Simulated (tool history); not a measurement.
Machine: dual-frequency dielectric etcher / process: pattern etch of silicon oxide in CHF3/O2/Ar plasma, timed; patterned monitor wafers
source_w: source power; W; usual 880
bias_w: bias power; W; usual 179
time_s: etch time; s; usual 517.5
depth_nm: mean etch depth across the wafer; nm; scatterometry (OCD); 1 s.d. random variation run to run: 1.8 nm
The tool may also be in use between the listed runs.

run	day	source_w	bias_w	time_s	read-back reference wafer on the same gauge, depth_nm	depth_nm
1	0.000	880	179	517.5	1079.6	1142.0
2	0.671	880	179	517.5	1080.0	1144.9
3	0.958	880	179	517.5	1080.1	1138.8
4	1.592	880	179	517.5	1079.9	1143.9
# day 2.817: bias power generator calibrated
# day 2.838: gauge calibrated
# day 2.908: upper electrode replaced
5	2.929	880	179	427.0	1080.1	940.4
6	2.950	880	179	517.5	1079.9	1137.0
7	3.204	880	179	517.5	1080.2	1142.8
8	3.562	880	179	517.5	1080.2	1139.2
9	3.854	880	153	517.5	1079.9	1095.8
10	4.288	990	219	607.5	1079.8	1467.3
11	4.696	880	179	517.5	1079.9	1138.2
# day 5.133: source power generator calibrated
# day 6.092: wet clean of the chamber
12	6.112	1030	163	634.5	1080.0	1480.1
13	6.133	810	195	517.5	1080.0	1162.3
14	6.154	880	202	517.5	1080.2	1206.5
15	6.596	880	179	477.5	1079.8	1077.6
16	7.242	880	153	517.5	1079.7	1123.7
17	7.788	880	179	517.5	1079.9	1167.3

Run-by-run hidden state of the tool:
source power that arrives over what is set, %: 0 on each run
bias power that arrives over what is set, %: 0 on each run
gauge reads high (%): 0 on each run
H1: etch rate over this chamber's usual, %
run	H1
1	-2.24
2	-2.31
3	-2.34
4	-2.41
5	-2.55
6	-2.55
7	-2.58
8	-2.61
9	-2.64
10	-2.69
11	-2.73
12	0.0573
13	0.0551
14	0.0529
15	0.00677
16	-0.0607
17	-0.118
